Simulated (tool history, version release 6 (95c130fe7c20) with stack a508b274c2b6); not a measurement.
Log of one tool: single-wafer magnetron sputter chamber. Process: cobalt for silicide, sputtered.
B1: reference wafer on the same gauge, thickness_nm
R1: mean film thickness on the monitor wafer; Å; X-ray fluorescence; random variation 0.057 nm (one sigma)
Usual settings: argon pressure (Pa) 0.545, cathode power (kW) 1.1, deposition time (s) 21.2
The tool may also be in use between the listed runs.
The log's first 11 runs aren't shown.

run 12 hour=257.8 | argon_pressure_(Pa)=0.545 cathode_power_(kW)=1.1 deposition_time_(s)=21.2 | B1=13.904 | R1=117.86
run 13 hour=292.8 | argon_pressure_(Pa)=0.545 cathode_power_(kW)=1.1 deposition_time_(s)=21.2 | B1=13.892 | R1=118.6
run 14 hour=317.4 | argon_pressure_(Pa)=0.545 cathode_power_(kW)=1.1 deposition_time_(s)=21.2 | B1=13.877 | R1=118.44
run 15 hour=346.1 | argon_pressure_(Pa)=0.545 cathode_power_(kW)=1.1 deposition_time_(s)=22.3 | B1=13.949 | R1=125.88
run 16 hour=358.6 | argon_pressure_(Pa)=0.545 cathode_power_(kW)=1.1 deposition_time_(s)=22.3 | B1=13.876 | R1=124.7
-- hour=369.5 sputter target and shields replaced
run 17 hour=395.9 | argon_pressure_(Pa)=0.545 cathode_power_(kW)=1.1 deposition_time_(s)=22.3 | B1=13.913 | R1=125.34
-- hour=421.9 magnet pack replaced
run 18 hour=422.4 | argon_pressure_(Pa)=0.545 cathode_power_(kW)=1.2 deposition_time_(s)=22.6 | B1=13.901 | R1=135.01
-- hour=460.7 capacitance manometer re-zeroed and calibrated
run 19 hour=461.2 | argon_pressure_(Pa)=0.624 cathode_power_(kW)=0.85 deposition_time_(s)=19.7 | B1=13.889 | R1=90.91
run 20 hour=470 | argon_pressure_(Pa)=0.545 cathode_power_(kW)=1.1 deposition_time_(s)=21.2 | B1=13.902 | R1=119.42
run 21 hour=502.5 | argon_pressure_(Pa)=0.545 cathode_power_(kW)=1.1 deposition_time_(s)=19.2 | B1=13.896 | R1=107.64
run 22 hour=536.1 | argon_pressure_(Pa)=0.545 cathode_power_(kW)=1.25 deposition_time_(s)=21.2 | B1=13.884 | R1=129.45
-- hour=555.2 sputter target and shields replaced
run 23 hour=569.3 | argon_pressure_(Pa)=0.545 cathode_power_(kW)=1.1 deposition_time_(s)=21.2 | B1=13.931 | R1=119.34
run 24 hour=585.4 | argon_pressure_(Pa)=0.759 cathode_power_(kW)=0.95 deposition_time_(s)=21.2 | B1=13.9 | R1=101.48
run 25 hour=602.4 | argon_pressure_(Pa)=0.387 cathode_power_(kW)=1 deposition_time_(s)=21.2 | B1=13.894 | R1=114.74
run 26 hour=631.3 | argon_pressure_(Pa)=0.545 cathode_power_(kW)=1.1 deposition_time_(s)=21.2 | B1=13.896 | R1=118.88
run 27 hour=646.8 | argon_pressure_(Pa)=0.545 cathode_power_(kW)=1.1 deposition_time_(s)=21.2 | B1=13.897 | R1=119.6
run 28 hour=674 | argon_pressure_(Pa)=0.545 cathode_power_(kW)=1.1 deposition_time_(s)=21.2 | B1=13.853 | R1=119.27

Run 29 comes next. What will it give?
run 29 hour=692.6 | argon_pressure_(Pa)=0.329 cathode_power_(kW)=0.9 deposition_time_(s)=21.2 | B1=? | R1=?

{"run 29": {"B1": 13.906, "R1": 107.74}}
Without the tool's hidden state the same run would have given R1 107.74 Å.

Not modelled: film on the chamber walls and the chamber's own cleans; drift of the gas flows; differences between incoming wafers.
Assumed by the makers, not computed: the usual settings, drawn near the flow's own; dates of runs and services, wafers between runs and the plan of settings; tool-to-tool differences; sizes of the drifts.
